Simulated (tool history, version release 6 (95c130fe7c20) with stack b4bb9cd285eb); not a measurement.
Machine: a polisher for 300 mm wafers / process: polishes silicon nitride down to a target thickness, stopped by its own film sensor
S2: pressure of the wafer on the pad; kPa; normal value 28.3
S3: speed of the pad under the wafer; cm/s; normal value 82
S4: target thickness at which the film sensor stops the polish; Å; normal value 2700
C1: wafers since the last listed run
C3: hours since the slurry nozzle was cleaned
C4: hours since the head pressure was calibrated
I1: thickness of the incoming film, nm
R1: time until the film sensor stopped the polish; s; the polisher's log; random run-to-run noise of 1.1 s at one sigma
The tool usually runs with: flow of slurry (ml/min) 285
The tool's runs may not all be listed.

Run 1, hour 0: usual settings; C1 0; wafers polished on this pad 1320; C3 342.7; C4 1011.3; I1 433.8. Result: R1 118.8 s.
At hour 39.8: head pressure recalibrated.
At hour 46: slurry nozzle cleaned.
Run 2, hour 69.6: usual settings; C1 931; wafers polished on this pad 2251; C3 23.6; C4 29.8; I1 439.7. Result: R1 111.7 s.
Run 3, hour 108.3: usual settings; C1 541; wafers polished on this pad 2792; C3 62.3; C4 68.5; I1 437.5. Result: R1 111.2 s.
Run 4, hour 192.2: usual settings; C1 1173; wafers polished on this pad 3966; C3 146.2; C4 152.4; I1 439. Result: R1 111.7 s.
Run 5, hour 281.6: usual settings; C1 1250; wafers polished on this pad 5216; C3 235.6; C4 241.8; I1 444.9. Result: R1 117.8 s.
At hour 338: worn pad replaced by a new one.
Run 6, hour 356: usual settings; C1 984; wafers polished on this pad 251; C3 310; C4 316.2; I1 439.9. Result: R1 115.8 s.
At hour 416.8: slurry nozzle cleaned.
Run 7, hour 422.3: usual settings; C1 913; wafers polished on this pad 1164; C3 5.5; C4 382.5; I1 436.4. Result: R1 114.4 s.
Run 8, hour 521: usual settings; C1 1380; wafers polished on this pad 2544; C3 104.2; C4 481.2; I1 435.3. Result: R1 113.8 s.
Run 9, hour 566.6: usual settings; C1 637; wafers polished on this pad 3182; C3 149.8; C4 526.8; I1 447.2. Result: R1 122 s.
Run 10, hour 645: usual settings; C1 1096; wafers polished on this pad 4278; C3 228.2; C4 605.2; I1 445.6. Result: R1 121.4 s.
At hour 694.3: worn pad replaced by a new one.
Run 11, hour 718.5: usual settings; C1 971; wafers polished on this pad 337; C3 301.7; C4 678.7; I1 437.9. Result: R1 119.7 s.
At hour 768.3: slurry nozzle cleaned.
Run 12, hour 925.9: usual settings; C1 2886; wafers polished on this pad 3224; C3 157.6; C4 886.1; I1 445.2. Result: R1 122.6 s.
At hour 979.7: head pressure recalibrated.
Run 13, hour 1030.2: usual settings but S2 33.8 kPa; C1 1430; wafers polished on this pad 4655; C3 261.9; C4 50.5; I1 434.3. Result: R1 94 s.
At hour 1065: worn pad replaced by a new one.
Run 14, hour 1076.1: usual settings but flow of slurry (ml/min) 210, S4 2450 Å; C1 585; wafers polished on this pad 155; C3 307.8; C4 96.4; I1 442.3. Result: R1 138.6 s.
Run 15, hour 1150: usual settings but flow of slurry (ml/min) 235, S2 22.1 kPa, S4 3260 Å; C1 1033; wafers polished on this pad 1189; C3 381.7; C4 170.3; I1 440.9. Result: R1 103.1 s.
At hour 1219.9: slurry nozzle cleaned.
Run 16, hour 1230.3: usual settings but flow of slurry (ml/min) 215; C1 1109; wafers polished on this pad 2298; C3 10.4; C4 250.6; I1 433.9. Result: R1 118 s.
Run 17, hour 1322.3: usual settings but S3 58 cm/s, S4 2280 Å; C1 1286; wafers polished on this pad 3584; C3 102.4; C4 342.6; I1 432.5. Result: R1 172.6 s.
Run 18, hour 1383.1: usual settings but S2 37.2 kPa, S3 102 cm/s, S4 2190 Å; C1 850; wafers polished on this pad 4435; C3 163.2; C4 403.4; I1 435.4. Result: R1 104.1 s.
At hour 1423.8: worn pad replaced by a new one.
Run 19, hour 1479.6: usual settings; C1 1293; wafers polished on this pad 780; C3 259.7; C4 499.9; I1 440.6. Result: R1 123.4 s.
Run 20, hour 1569.8: usual settings but S3 104 cm/s; C1 1261; wafers polished on this pad 2041; C3 349.9; C4 590.1; I1 443. Result: R1 110 s.
Run 21, hour 1644.2: usual settings but flow of slurry (ml/min) 205; C1 1040; wafers polished on this pad 3082; C3 424.3; C4 664.5; I1 433. Result: R1 122.1 s.
At hour 1666.4: slurry nozzle cleaned.
Run 22, hour 1709.8: usual settings; C1 903; wafers polished on this pad 3985; C3 43.4; C4 730.1; I1 446.1. Result: R1 128.4 s.
At hour 1803.3: worn pad replaced by a new one.
Run 23, hour 1807.5: usual settings but flow of slurry (ml/min) 235, S2 22.1 kPa, S4 3260 Å; C1 1310; wafers polished on this pad 59; C3 141.1; C4 827.8; I1 439.9. Result: R1 106 s.
Run 24, hour 1854.2: usual settings but flow of slurry (ml/min) 225; C1 653; wafers polished on this pad 712; C3 187.8; C4 874.5; I1 442.3. Result: R1 128.7 s.
Run 25, hour 1895.4: usual settings but S3 94 cm/s, S4 3210 Å; C1 576; wafers polished on this pad 1288; C3 229; C4 915.7; I1 435. Result: R1 77.3 s.
Run 26, hour 1972.4: usual settings but flow of slurry (ml/min) 190; C1 1076; wafers polished on this pad 2365; C3 306; C4 992.7; I1 441.3. Result: R1 128.3 s.
At hour 1994.2: head pressure recalibrated.
Run 27, hour 2027.2: usual settings; C1 738; wafers polished on this pad 3103; C3 360.8; C4 33; I1 439.4. Result: R1 116.1 s.

Below, some changes in R1 between adjacent runs. For each, the amount present without the hidden state too (settings, incoming material, random variation) and the amount remaining for the hidden state with gauge scatter not shared by both compared results:
Unlogged tool condition in this case: removal rate lost through wear of the pad, %; slurry flow missing at the pad, %; deviation of the head's pressure from its setpoint, %.
Run 1 -> 2: head pressure recalibrated, slurry nozzle cleaned. R1 -7.1 s: hidden state -11, all else +3.9.
Run 16 -> 17: flow of slurry (ml/min) 215 -> 285, S3 82 -> 58, S4 2700 -> 2280. R1 +54.6 s: hidden state +4.2, all else +50.4.
Run 17 -> 18: S2 28.3 -> 37.2, S3 58 -> 102, S4 2280 -> 2190. R1 -68.5 s: hidden state -3.5, all else -65.
Run 26 -> 27: flow of slurry (ml/min) 190 -> 285, head pressure recalibrated. R1 -12.2 s: hidden state -8.3, all else -3.9.

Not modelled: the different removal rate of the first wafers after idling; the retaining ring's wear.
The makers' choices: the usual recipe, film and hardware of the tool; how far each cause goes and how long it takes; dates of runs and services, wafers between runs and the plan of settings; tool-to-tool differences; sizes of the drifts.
